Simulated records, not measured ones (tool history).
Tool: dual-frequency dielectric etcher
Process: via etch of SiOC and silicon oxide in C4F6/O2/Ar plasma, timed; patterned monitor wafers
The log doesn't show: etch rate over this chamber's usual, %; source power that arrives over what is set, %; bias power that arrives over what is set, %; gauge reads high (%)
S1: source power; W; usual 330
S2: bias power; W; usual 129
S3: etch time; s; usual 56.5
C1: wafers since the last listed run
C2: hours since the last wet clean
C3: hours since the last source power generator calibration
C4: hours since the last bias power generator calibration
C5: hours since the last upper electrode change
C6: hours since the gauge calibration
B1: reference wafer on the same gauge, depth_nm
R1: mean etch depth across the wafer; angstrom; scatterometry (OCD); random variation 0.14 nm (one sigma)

{"run": 1, "hour": 0.0, "S1": 330, "S2": 129, "S3": 56.5, "C1": 0, "C2": 423.7, "C3": 1856.8, "C4": 3310.2, "C5": 2945, "C6": 329.1, "B1": 47.3, "R1": 521}
{"hour": 60.0, "done": "wet clean of the chamber"}
{"run": 2, "hour": 73.1, "S1": 330, "S2": 129, "S3": 56.5, "C1": 431, "C2": 13.1, "C3": 1929.9, "C4": 3383.3, "C5": 3018.1, "C6": 402.2, "B1": 47.3, "R1": 522}
{"run": 3, "hour": 169.4, "S1": 330, "S2": 117, "S3": 56.5, "C1": 845, "C2": 109.4, "C3": 2026.2, "C4": 3479.6, "C5": 3114.4, "C6": 498.5, "B1": 47.3, "R1": 506}
{"run": 4, "hour": 251.6, "S1": 330, "S2": 117, "S3": 56.5, "C1": 721, "C2": 191.6, "C3": 2108.4, "C4": 3561.8, "C5": 3196.6, "C6": 580.7, "B1": 47.3, "R1": 506}
{"run": 5, "hour": 357.0, "S1": 330, "S2": 129, "S3": 61.5, "C1": 925, "C2": 297, "C3": 2213.8, "C4": 3667.2, "C5": 3302, "C6": 686.1, "B1": 47.3, "R1": 568}
{"hour": 377.3, "done": "gauge calibrated"}
{"hour": 379.8, "done": "source power generator calibrated"}
{"run": 6, "hour": 395.8, "S1": 330, "S2": 129, "S3": 56.5, "C1": 305, "C2": 335.8, "C3": 16, "C4": 3706, "C5": 3340.8, "C6": 18.5, "B1": 47.3, "R1": 521}
{"run": 7, "hour": 471.5, "S1": 330, "S2": 129, "S3": 45, "C1": 664, "C2": 411.5, "C3": 91.7, "C4": 3781.7, "C5": 3416.5, "C6": 94.2, "B1": 47.3, "R1": 415}
{"hour": 558.0, "done": "upper electrode replaced"}
{"run": 8, "hour": 558.5, "S1": 330, "S2": 129, "S3": 56.5, "C1": 553, "C2": 498.5, "C3": 178.7, "C4": 3868.7, "C5": 0.5, "C6": 181.2, "B1": 47.3, "R1": 519}
{"hour": 602.0, "done": "wet clean of the chamber"}
{"run": 9, "hour": 650.0, "S1": 330, "S2": 129, "S3": 56.5, "C1": 592, "C2": 48, "C3": 270.2, "C4": 3960.2, "C5": 92, "C6": 272.7, "B1": 47.3, "R1": 522}
{"run": 10, "hour": 696.2, "S1": 330, "S2": 108, "S3": 63.5, "C1": 405, "C2": 94.2, "C3": 316.4, "C4": 4006.4, "C5": 138.2, "C6": 318.9, "B1": 47.3, "R1": 551}
{"run": 11, "hour": 760.0, "S1": 330, "S2": 129, "S3": 56.5, "C1": 560, "C2": 158, "C3": 380.2, "C4": 4070.2, "C5": 202, "C6": 382.7, "B1": 47.3, "R1": 522}
{"run": 12, "hour": 850.4, "S1": 270, "S2": 110, "S3": 62.5, "C1": 793, "C2": 248.4, "C3": 470.6, "C4": 4160.6, "C5": 292.4, "C6": 473.1, "B1": 47.3, "R1": 511}
{"hour": 895.1, "done": "bias power generator calibrated"}
{"run": 13, "hour": 951.6, "S1": 370, "S2": 106, "S3": 48.5, "C1": 853, "C2": 349.6, "C3": 571.8, "C4": 56.5, "C5": 393.6, "C6": 574.3, "B1": 47.2, "R1": 437}
{"hour": 1000.4, "done": "gauge calibrated"}
{"hour": 1062.4, "done": "wet clean of the chamber"}
{"run": 14, "hour": 1062.9, "S1": 330, "S2": 129, "S3": 56.5, "C1": 766, "C2": 0.5, "C3": 683.1, "C4": 167.8, "C5": 504.9, "C6": 62.5, "B1": 47.3, "R1": 519}
{"run": 15, "hour": 1082.7, "S1": 390, "S2": 129, "S3": 63, "C1": 173, "C2": 20.3, "C3": 702.9, "C4": 187.6, "C5": 524.7, "C6": 82.3, "B1": 47.3, "R1": 613}
{"run": 16, "hour": 1168.0, "S1": 250, "S2": 148, "S3": 56.5, "C1": 748, "C2": 105.6, "C3": 788.2, "C4": 272.9, "C5": 610, "C6": 167.6, "B1": 47.3, "R1": 499}
{"run": 17, "hour": 1239.7, "S1": 260, "S2": 158, "S3": 56.5, "C1": 629, "C2": 177.3, "C3": 859.9, "C4": 344.6, "C5": 681.7, "C6": 239.3, "B1": 47.3, "R1": 516}

3 ways to go on from here, each from the tool as it stands after run 17. What would each give?
{"run": "A", "hour": 1240.1, "S1": 380, "S2": 129, "S3": 56.5, "C1": 3, "C2": 177.7, "C3": 860.3, "C4": 345, "C5": 682.1, "C6": 239.7, "B1": "?", "R1": "?"}
{"run": "B", "hour": 1240.1, "S1": 310, "S2": 129, "S3": 56.5, "C1": 3, "C2": 177.7, "C3": 860.3, "C4": 345, "C5": 682.1, "C6": 239.7, "B1": "?", "R1": "?"}
{"run": "C", "hour": 1240.1, "S1": 250, "S2": 108, "S3": 56.5, "C1": 3, "C2": 177.7, "C3": 860.3, "C4": 345, "C5": 682.1, "C6": 239.7, "B1": "?", "R1": "?"}

run=A B1=47.3 R1=545
run=B B1=47.3 R1=509
run=C B1=47.3 R1=448
Without the tool's hidden state the same runs would have given:
run=A R1=545
run=B R1=509
run=C R1=448
